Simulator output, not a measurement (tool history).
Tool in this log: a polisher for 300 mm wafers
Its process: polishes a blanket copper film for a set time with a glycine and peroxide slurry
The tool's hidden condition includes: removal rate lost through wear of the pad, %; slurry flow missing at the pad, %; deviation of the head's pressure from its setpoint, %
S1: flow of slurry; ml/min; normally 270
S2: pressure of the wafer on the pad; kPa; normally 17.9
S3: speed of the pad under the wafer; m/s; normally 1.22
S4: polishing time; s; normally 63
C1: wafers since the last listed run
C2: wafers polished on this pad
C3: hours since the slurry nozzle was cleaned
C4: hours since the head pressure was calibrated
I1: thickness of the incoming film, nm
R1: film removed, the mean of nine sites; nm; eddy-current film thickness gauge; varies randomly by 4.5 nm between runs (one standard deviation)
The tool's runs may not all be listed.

run,day,S1,S2,S3,S4,C1,C2,C3,C4,I1,R1
1,0.000,270,17.9,1.22,75,0,3840,12.4,146.7,2098.5,366.5
2,2.917,270,17.9,1.22,63,990,4831,82.4,216.7,2117.4,304.1
# day 5.354: worn pad replaced by a new one
3,5.375,270,17.9,1.22,63,778,7,141.4,275.7,2124.4,326.7
4,7.112,270,17.9,1.22,63,590,597,183.1,317.4,2114.2,323.3
# day 13.517: head pressure recalibrated
5,14.358,270,17.9,1.22,63,2433,3030,357.0,20.2,2128.2,311.0
6,15.479,270,17.9,1.22,63,380,3411,383.9,47.1,2056.0,312.1
7,16.558,340,17.9,1.22,63,366,3778,409.8,73.0,2097.8,318.4
8,17.754,340,17.9,1.22,63,406,4184,438.5,101.7,2106.6,308.6
# day 19.312: slurry nozzle cleaned
9,20.175,340,17.9,1.22,63,808,4992,20.7,159.8,2075.7,308.0
10,22.500,270,17.9,0.92,63,789,5782,76.5,215.6,2093.2,229.0
11,23.925,270,17.9,0.92,63,484,6266,110.7,249.8,2112.0,228.6
# day 24.658: worn pad replaced by a new one
12,26.683,270,17.9,1.22,63,880,688,176.9,316.0,2065.2,313.8
13,28.288,270,17.9,1.22,63,544,1233,215.4,354.5,2066.8,316.2
14,30.183,270,17.9,1.22,51,644,1877,260.9,400.0,2136.2,256.7
15,32.225,270,17.9,1.22,51,693,2570,309.9,449.0,2110.2,248.4
16,34.462,270,17.9,1.22,63,760,3330,363.6,502.7,2112.8,313.0
# day 35.838: head pressure recalibrated
17,36.350,270,17.9,1.22,79,612,3943,408.9,12.3,2102.3,383.9
18,37.921,180,22.1,1.08,45,533,4477,446.6,50.0,2100.5,211.3
# day 38.554: slurry nozzle cleaned
19,41.938,270,17.9,1.22,63,1350,5827,81.2,146.4,2095.3,286.6
# day 42.542: worn pad replaced by a new one
20,44.000,270,17.9,1.22,63,644,494,130.7,195.9,2091.4,325.6
21,45.012,270,17.9,1.22,85,343,838,155.0,220.2,2111.3,431.3
22,47.721,270,20.0,1.22,63,920,1758,220.0,285.2,2093.1,344.7
23,50.662,225,13.1,0.88,47,999,2758,290.6,355.8,2106.4,147.7
24,51.917,270,17.9,1.22,63,426,3184,320.7,385.9,2068.4,312.7
25,53.021,190,17.9,1.62,56,375,3559,347.2,412.4,2093.3,339.3
26,55.512,270,17.9,1.22,63,846,4405,407.0,472.2,2070.8,300.4
# day 56.250: head pressure recalibrated
27,58.179,195,21.4,1.36,63,877,5283,471.0,46.3,2127.3,360.7
# day 58.729: worn pad replaced by a new one
# day 59.654: slurry nozzle cleaned
28,60.225,350,13.8,1.04,55,624,493,13.7,95.4,2055.3,221.7
29,62.738,270,17.9,1.22,63,853,1347,74.0,155.7,2061.7,319.1
30,64.388,270,11.7,1.22,57,560,1907,113.6,195.3,2092.6,224.0
31,69.229,230,17.9,1.22,76,1644,3552,229.8,311.5,2087.4,361.6
32,71.571,315,14.5,0.82,63,795,4348,286.0,367.7,2094.2,196.7
# day 74.950: worn pad replaced by a new one
33,77.908,270,17.9,1.22,63,2096,1004,438.1,519.8,2096.2,325.7
# day 78.917: head pressure recalibrated
# day 79.062: slurry nozzle cleaned
34,79.433,330,15.9,1.22,63,475,1480,8.9,12.4,2083.1,305.7
35,82.212,235,12.4,1.22,84,944,2424,75.6,79.1,2074.9,332.2
36,83.633,270,17.9,1.22,63,482,2906,109.7,113.2,2132.1,312.4

What if the next run were any one of these 4? Each begins from the tool's condition after run 36:
A,83.650,270,15.2,1.22,63,5,2912,110.1,113.6,2112.5,?
B,83.650,215,13.8,0.84,46,5,2912,110.1,113.6,2112.5,?
C,83.650,270,24.1,1.56,46,5,2912,110.1,113.6,2112.5,?
D,83.650,270,22.1,1.32,63,5,2912,110.1,113.6,2112.5,?

run,R1
A,282.6
B,141.6
C,345.3
D,383.3
Take away the tool's hidden state, keep each run's random variation, and the runs would have read:
run,R1
A,297.2
B,148.9
C,363.1
D,403.1
